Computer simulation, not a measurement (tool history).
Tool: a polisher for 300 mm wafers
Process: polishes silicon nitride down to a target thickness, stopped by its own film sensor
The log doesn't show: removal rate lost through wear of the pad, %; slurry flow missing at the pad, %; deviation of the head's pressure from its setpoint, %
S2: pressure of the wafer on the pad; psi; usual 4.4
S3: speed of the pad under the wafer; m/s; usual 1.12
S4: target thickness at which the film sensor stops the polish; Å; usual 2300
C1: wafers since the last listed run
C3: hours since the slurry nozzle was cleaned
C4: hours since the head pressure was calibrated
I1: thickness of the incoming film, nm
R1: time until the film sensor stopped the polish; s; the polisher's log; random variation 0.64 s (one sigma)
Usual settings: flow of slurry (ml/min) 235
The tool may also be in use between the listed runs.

run 1 hour=0.0 | flow_of_slurry_(ml/min)=235 S2=4.4 S3=1.12 S4=2300 | C1=0 wafers_polished_on_this_pad=707 C3=355.1 C4=859.2 | I1=379.1 | R1=66.1
run 2 hour=22.4 | flow_of_slurry_(ml/min)=235 S2=4.4 S3=1.12 S4=2300 | C1=202 wafers_polished_on_this_pad=910 C3=377.5 C4=881.6 | I1=383.2 | R1=67.8
run 3 hour=37.4 | flow_of_slurry_(ml/min)=275 S2=4.4 S3=0.90 S4=2300 | C1=135 wafers_polished_on_this_pad=1046 C3=392.5 C4=896.6 | I1=382.1 | R1=74.5
run 4 hour=52.6 | flow_of_slurry_(ml/min)=275 S2=4.4 S3=0.90 S4=2300 | C1=137 wafers_polished_on_this_pad=1183 C3=407.7 C4=911.8 | I1=376.5 | R1=72.0
run 5 hour=84.9 | flow_of_slurry_(ml/min)=235 S2=4.4 S3=1.12 S4=2540 | C1=292 wafers_polished_on_this_pad=1476 C3=440.0 C4=944.1 | I1=382.0 | R1=58.0
run 6 hour=101.9 | flow_of_slurry_(ml/min)=235 S2=4.4 S3=1.12 S4=2540 | C1=154 wafers_polished_on_this_pad=1630 C3=457.0 C4=961.1 | I1=380.9 | R1=57.3
-- hour=122.4 worn pad replaced by a new one
run 7 hour=175.2 | flow_of_slurry_(ml/min)=235 S2=4.4 S3=1.12 S4=2700 | C1=627 wafers_polished_on_this_pad=478 C3=530.3 C4=1034.4 | I1=382.4 | R1=49.3
run 8 hour=207.5 | flow_of_slurry_(ml/min)=235 S2=4.4 S3=1.12 S4=2700 | C1=292 wafers_polished_on_this_pad=771 C3=562.6 C4=1066.7 | I1=379.5 | R1=49.0
run 9 hour=224.8 | flow_of_slurry_(ml/min)=235 S2=4.4 S3=1.12 S4=2700 | C1=156 wafers_polished_on_this_pad=927 C3=579.9 C4=1084.0 | I1=384.3 | R1=51.4
run 10 hour=257.0 | flow_of_slurry_(ml/min)=255 S2=5.5 S3=1.12 S4=2300 | C1=291 wafers_polished_on_this_pad=1219 C3=612.1 C4=1116.2 | I1=380.9 | R1=53.5
run 11 hour=274.2 | flow_of_slurry_(ml/min)=175 S2=3.3 S3=1.12 S4=2300 | C1=155 wafers_polished_on_this_pad=1375 C3=629.3 C4=1133.4 | I1=381.0 | R1=96.6
run 12 hour=306.6 | flow_of_slurry_(ml/min)=235 S2=4.4 S3=1.12 S4=2300 | C1=293 wafers_polished_on_this_pad=1669 C3=661.7 C4=1165.8 | I1=384.8 | R1=69.6
-- hour=320.6 worn pad replaced by a new one
-- hour=332.0 head pressure recalibrated
run 13 hour=332.5 | flow_of_slurry_(ml/min)=235 S2=4.4 S3=1.12 S4=2300 | C1=180 wafers_polished_on_this_pad=89 C3=687.6 C4=0.5 | I1=374.6 | R1=58.7
run 14 hour=349.1 | flow_of_slurry_(ml/min)=235 S2=4.4 S3=1.12 S4=2640 | C1=150 wafers_polished_on_this_pad=240 C3=704.2 C4=17.1 | I1=376.6 | R1=45.9
run 15 hour=378.5 | flow_of_slurry_(ml/min)=235 S2=4.4 S3=1.12 S4=2300 | C1=266 wafers_polished_on_this_pad=506 C3=733.6 C4=46.5 | I1=382.9 | R1=62.6
run 16 hour=395.0 | flow_of_slurry_(ml/min)=195 S2=3.3 S3=1.12 S4=2300 | C1=149 wafers_polished_on_this_pad=656 C3=750.1 C4=63.0 | I1=379.8 | R1=85.2
run 17 hour=421.7 | flow_of_slurry_(ml/min)=235 S2=4.4 S3=1.20 S4=2300 | C1=241 wafers_polished_on_this_pad=898 C3=776.8 C4=89.7 | I1=386.1 | R1=61.1
run 18 hour=440.6 | flow_of_slurry_(ml/min)=310 S2=3.8 S3=1.32 S4=2300 | C1=171 wafers_polished_on_this_pad=1069 C3=795.7 C4=108.6 | I1=388.0 | R1=66.1
-- hour=451.7 slurry nozzle cleaned
run 19 hour=472.0 | flow_of_slurry_(ml/min)=275 S2=4.4 S3=0.90 S4=2300 | C1=275 wafers_polished_on_this_pad=1344 C3=20.3 C4=140.0 | I1=381.1 | R1=66.5
run 20 hour=490.6 | flow_of_slurry_(ml/min)=235 S2=4.4 S3=1.12 S4=2300 | C1=168 wafers_polished_on_this_pad=1513 C3=38.9 C4=158.6 | I1=379.5 | R1=59.2
run 21 hour=514.8 | flow_of_slurry_(ml/min)=235 S2=4.4 S3=1.12 S4=2300 | C1=219 wafers_polished_on_this_pad=1732 C3=63.1 C4=182.8 | I1=384.6 | R1=60.7
-- hour=536.0 worn pad replaced by a new one
run 22 hour=545.6 | flow_of_slurry_(ml/min)=235 S2=5.4 S3=1.12 S4=2300 | C1=242 wafers_polished_on_this_pad=87 C3=93.9 C4=213.6 | I1=381.5 | R1=50.4
run 23 hour=567.2 | flow_of_slurry_(ml/min)=235 S2=5.6 S3=1.12 S4=2300 | C1=195 wafers_polished_on_this_pad=282 C3=115.5 C4=235.2 | I1=375.4 | R1=47.1
run 24 hour=599.0 | flow_of_slurry_(ml/min)=235 S2=4.4 S3=1.12 S4=2300 | C1=288 wafers_polished_on_this_pad=570 C3=147.3 C4=267.0 | I1=374.2 | R1=59.0
run 25 hour=617.1 | flow_of_slurry_(ml/min)=235 S2=4.4 S3=1.12 S4=2300 | C1=163 wafers_polished_on_this_pad=734 C3=165.4 C4=285.1 | I1=374.7 | R1=60.0
run 26 hour=639.2 | flow_of_slurry_(ml/min)=285 S2=4.4 S3=1.12 S4=2130 | C1=200 wafers_polished_on_this_pad=935 C3=187.5 C4=307.2 | I1=384.1 | R1=69.6
run 27 hour=658.5 | flow_of_slurry_(ml/min)=280 S2=3.7 S3=0.80 S4=2300 | C1=174 wafers_polished_on_this_pad=1109 C3=206.8 C4=326.5 | I1=372.1 | R1=84.8
run 28 hour=672.3 | flow_of_slurry_(ml/min)=195 S2=3.6 S3=0.86 S4=2480 | C1=125 wafers_polished_on_this_pad=1235 C3=220.6 C4=340.3 | I1=380.9 | R1=80.2
-- hour=725.0 worn pad replaced by a new one
run 29 hour=767.4 | flow_of_slurry_(ml/min)=235 S2=3.4 S3=1.12 S4=2700 | C1=825 wafers_polished_on_this_pad=384 C3=315.7 C4=435.4 | I1=379.2 | R1=60.9
run 30 hour=779.5 | flow_of_slurry_(ml/min)=235 S2=3.8 S3=1.12 S4=2020 | C1=109 wafers_polished_on_this_pad=493 C3=327.8 C4=447.5 | I1=377.3 | R1=87.8
run 31 hour=805.2 | flow_of_slurry_(ml/min)=235 S2=4.4 S3=1.12 S4=2300 | C1=232 wafers_polished_on_this_pad=726 C3=353.5 C4=473.2 | I1=378.1 | R1=64.2
run 32 hour=825.4 | flow_of_slurry_(ml/min)=235 S2=4.4 S3=0.78 S4=2300 | C1=183 wafers_polished_on_this_pad=909 C3=373.7 C4=493.4 | I1=375.8 | R1=76.9
run 33 hour=903.8 | flow_of_slurry_(ml/min)=275 S2=4.4 S3=1.40 S4=1940 | C1=710 wafers_polished_on_this_pad=1619 C3=452.1 C4=571.8 | I1=384.8 | R1=72.3
run 34 hour=922.1 | flow_of_slurry_(ml/min)=235 S2=4.0 S3=1.30 S4=2300 | C1=165 wafers_polished_on_this_pad=1785 C3=470.4 C4=590.1 | I1=378.3 | R1=64.9
-- hour=935.4 worn pad replaced by a new one
run 35 hour=938.8 | flow_of_slurry_(ml/min)=215 S2=4.4 S3=1.36 S4=2300 | C1=115 wafers_polished_on_this_pad=30 C3=487.1 C4=606.8 | I1=379.4 | R1=59.4
run 36 hour=966.2 | flow_of_slurry_(ml/min)=155 S2=3.6 S3=0.98 S4=2300 | C1=248 wafers_polished_on_this_pad=279 C3=514.5 C4=634.2 | I1=382.2 | R1=94.6
run 37 hour=988.8 | flow_of_slurry_(ml/min)=235 S2=4.4 S3=1.12 S4=2810 | C1=204 wafers_polished_on_this_pad=483 C3=537.1 C4=656.8 | I1=376.8 | R1=43.2

What the log doesn't show, run by run:
removal rate lost through wear of the pad, %: 0 in every run
H1: slurry flow missing at the pad, %
H2: deviation of the head's pressure from its setpoint, %
run=1 H1=36.5 H2=-11.3
run=2 H1=37.4 H2=-11.4
run=3 H1=38 H2=-11.4
run=4 H1=38.5 H2=-11.5
run=5 H1=39.5 H2=-11.6
run=6 H1=40 H2=-11.6
run=7 H1=41.8 H2=-11.8
run=8 H1=42.5 H2=-11.9
run=9 H1=42.8 H2=-11.9
run=10 H1=43.3 H2=-12
run=11 H1=43.6 H2=-12
run=12 H1=44 H2=-12
run=13 H1=44.3 H2=-0.743
run=14 H1=44.5 H2=-1.28
run=15 H1=44.8 H2=-2.16
run=16 H1=45 H2=-2.63
run=17 H1=45.2 H2=-3.35
run=18 H1=45.4 H2=-3.83
run=19 H1=4.15 H2=-4.58
run=20 H1=6.82 H2=-4.99
run=21 H1=10 H2=-5.5
run=22 H1=13.7 H2=-6.1
run=23 H1=16 H2=-6.5
run=24 H1=19.1 H2=-7.04
run=25 H1=20.7 H2=-7.33
run=26 H1=22.5 H2=-7.67
run=27 H1=24 H2=-7.95
run=28 H1=25 H2=-8.14
run=29 H1=30.5 H2=-9.28
run=30 H1=31.1 H2=-9.41
run=31 H1=32.2 H2=-9.66
run=32 H1=33 H2=-9.85
run=33 H1=35.6 H2=-10.5
run=34 H1=36.1 H2=-10.6
run=35 H1=36.6 H2=-10.7
run=36 H1=37.2 H2=-10.9
run=37 H1=37.7 H2=-11.1
